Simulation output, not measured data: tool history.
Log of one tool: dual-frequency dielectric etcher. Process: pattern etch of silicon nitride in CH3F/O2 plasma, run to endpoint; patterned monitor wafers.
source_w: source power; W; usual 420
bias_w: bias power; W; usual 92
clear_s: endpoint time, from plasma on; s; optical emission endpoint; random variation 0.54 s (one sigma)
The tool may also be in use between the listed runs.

| run | day | source_w | bias_w | wafers since the last listed run | hours since the last wet clean | hours since the last source power generator calibration | hours since the last bias power generator calibration | hours since the last upper electrode change | incoming incoming film thickness, nm | clear_s |
|---|---|---|---|---|---|---|---|---|---|---|
| 1 | 0 | 420 | 92 | 0 | 103 | 2046.2 | 3630.5 | 3110.1 | 71.6 | 72.7 |
| 2 | 2.85 | 420 | 92 | 652 | 171.4 | 2114.6 | 3698.9 | 3178.5 | 72 | 71.8 |
| 3 | 4.621 | 420 | 108 | 405 | 213.9 | 2157.1 | 3741.4 | 3221 | 71.8 | 66.4 |
| 4 | 6.404 | 420 | 108 | 408 | 256.7 | 2199.9 | 3784.2 | 3263.8 | 70.7 | 64.5 |
| 5 | 7.717 | 420 | 105 | 300 | 288.2 | 2231.4 | 3815.7 | 3295.3 | 72 | 66.8 |
| 6 | 8.95 | 420 | 92 | 282 | 317.8 | 2261 | 3845.3 | 3324.9 | 71.2 | 70.2 |
| 7 | 11.771 | 420 | 92 | 645 | 385.5 | 2328.7 | 3913 | 3392.6 | 71.5 | 70 |
| 8 | 14.588 | 420 | 92 | 644 | 453.1 | 2396.3 | 3980.6 | 3460.2 | 71.6 | 68.8 |
| 9 | 16.238 | 420 | 103 | 377 | 492.7 | 2435.9 | 4020.2 | 3499.8 | 71.7 | 65.5 |
|  | 17.108 | source power generator calibrated |
|  | 17.9 | wet clean of the chamber |
| 10 | 19.067 | 420 | 92 | 428 | 28 | 47 | 4088.1 | 3567.7 | 71.1 | 72.4 |
| 11 | 21.221 | 420 | 92 | 493 | 79.7 | 98.7 | 4139.8 | 3619.4 | 71.6 | 72.5 |
|  | 22.958 | upper electrode replaced, of another model than before |
| 12 | 24.017 | 420 | 92 | 411 | 146.8 | 165.8 | 4206.9 | 25.4 | 71.3 | 70.4 |
| 13 | 26.171 | 420 | 92 | 493 | 198.5 | 217.5 | 4258.6 | 77.1 | 71.6 | 71.4 |
| 14 | 30.988 | 420 | 92 | 1102 | 314.1 | 333.1 | 4374.2 | 192.7 | 71.8 | 70.3 |
|  | 35.033 | wet clean of the chamber |
| 15 | 35.054 | 420 | 92 | 702 | 0.5 | 430.7 | 4471.8 | 290.3 | 71.8 | 72.5 |
| 16 | 37.121 | 450 | 80 | 473 | 50.1 | 480.3 | 4521.4 | 339.9 | 72 | 81 |
| 17 | 38.296 | 420 | 92 | 268 | 78.3 | 508.5 | 4549.6 | 368.1 | 71.4 | 71.6 |
| 18 | 40.938 | 420 | 92 | 604 | 141.7 | 571.9 | 4613 | 431.5 | 71.4 | 72.5 |
| 19 | 43.933 | 450 | 102 | 685 | 213.6 | 643.8 | 4684.9 | 503.4 | 71.6 | 64.4 |
| 20 | 45.654 | 420 | 92 | 393 | 254.9 | 685.1 | 4726.2 | 544.7 | 71.3 | 69.9 |
| 21 | 47.883 | 470 | 77 | 510 | 308.4 | 738.6 | 4779.7 | 598.2 | 72 | 81.2 |
|  | 48.912 | bias power generator calibrated |
| 22 | 49.971 | 420 | 81 | 439 | 358.5 | 788.7 | 25.4 | 648.3 | 71.1 | 77.4 |
| 23 | 51.379 | 450 | 83 | 322 | 392.3 | 822.5 | 59.2 | 682.1 | 72 | 76.4 |
| 24 | 54.196 | 520 | 83 | 644 | 459.9 | 890.1 | 126.8 | 749.7 | 70.7 | 71 |
|  | 55.262 | wet clean of the chamber |
| 25 | 55.329 | 480 | 69 | 30 | 1.6 | 917.3 | 154 | 776.9 | 70.7 | 93.5 |
| 26 | 57.975 | 360 | 70 | 605 | 65.1 | 980.8 | 217.5 | 840.4 | 71.8 | 99.8 |
| 27 | 60.875 | 420 | 92 | 663 | 134.7 | 1050.4 | 287.1 | 910 | 71.8 | 72.8 |
| 28 | 63.854 | 470 | 108 | 682 | 206.2 | 1121.9 | 358.6 | 981.5 | 71.8 | 61.9 |
| 29 | 65.846 | 420 | 104 | 455 | 254 | 1169.7 | 406.4 | 1029.3 | 71.8 | 65.4 |
| 30 | 67.121 | 390 | 108 | 291 | 284.6 | 1200.3 | 437 | 1059.9 | 71.5 | 63.4 |
| 31 | 69.904 | 460 | 82 | 637 | 351.4 | 1267.1 | 503.8 | 1126.7 | 71 | 76.7 |
| 32 | 71.938 | 450 | 108 | 465 | 400.2 | 1315.9 | 552.6 | 1175.5 | 70.8 | 60.3 |
| 33 | 73.221 | 370 | 103 | 293 | 431 | 1346.7 | 583.4 | 1206.3 | 71.2 | 64.9 |
| 34 | 75.25 | 380 | 79 | 464 | 479.7 | 1395.4 | 632.1 | 1255 | 72.2 | 84.2 |
|  | 77.362 | wet clean of the chamber |
| 35 | 77.383 | 510 | 101 | 259 | 0.5 | 1446.6 | 683.3 | 1306.2 | 71.4 | 64.6 |

Measured less the same run without the tool's hidden state. The same run-to-run variation is in both; the gauge's scatter may not be:
The hidden state here: etch rate over this chamber's usual, %; source power that arrives over what is set, %; bias power that arrives over what is set, %.
| run | clear_s |
|---|---|
| 1 | -1 |
| 2 | -1.5 |
| 3 | -1.7 |
| 4 | -2.1 |
| 5 | -2.3 |
| 6 | -2.6 |
| 7 | -3.2 |
| 8 | -3.7 |
| 9 | -3.8 |
| 10 | -0.9 |
| 11 | -1.3 |
| 12 | -1.9 |
| 13 | -2.3 |
| 14 | -3.2 |
| 15 | -0.2 |
| 16 | -0.8 |
| 17 | -0.8 |
| 18 | -1.4 |
| 19 | -1.8 |
| 20 | -2.2 |
| 21 | -3.1 |
| 22 | -3.4 |
| 23 | -3.6 |
| 24 | -3.9 |
| 25 | +0.5 |
| 26 | -0.3 |
| 27 | -0.7 |
| 28 | -1.2 |
| 29 | -1.5 |
| 30 | -1.7 |
| 31 | -2.7 |
| 32 | -2.4 |
| 33 | -2.9 |
| 34 | -4.1 |
| 35 | +0.1 |
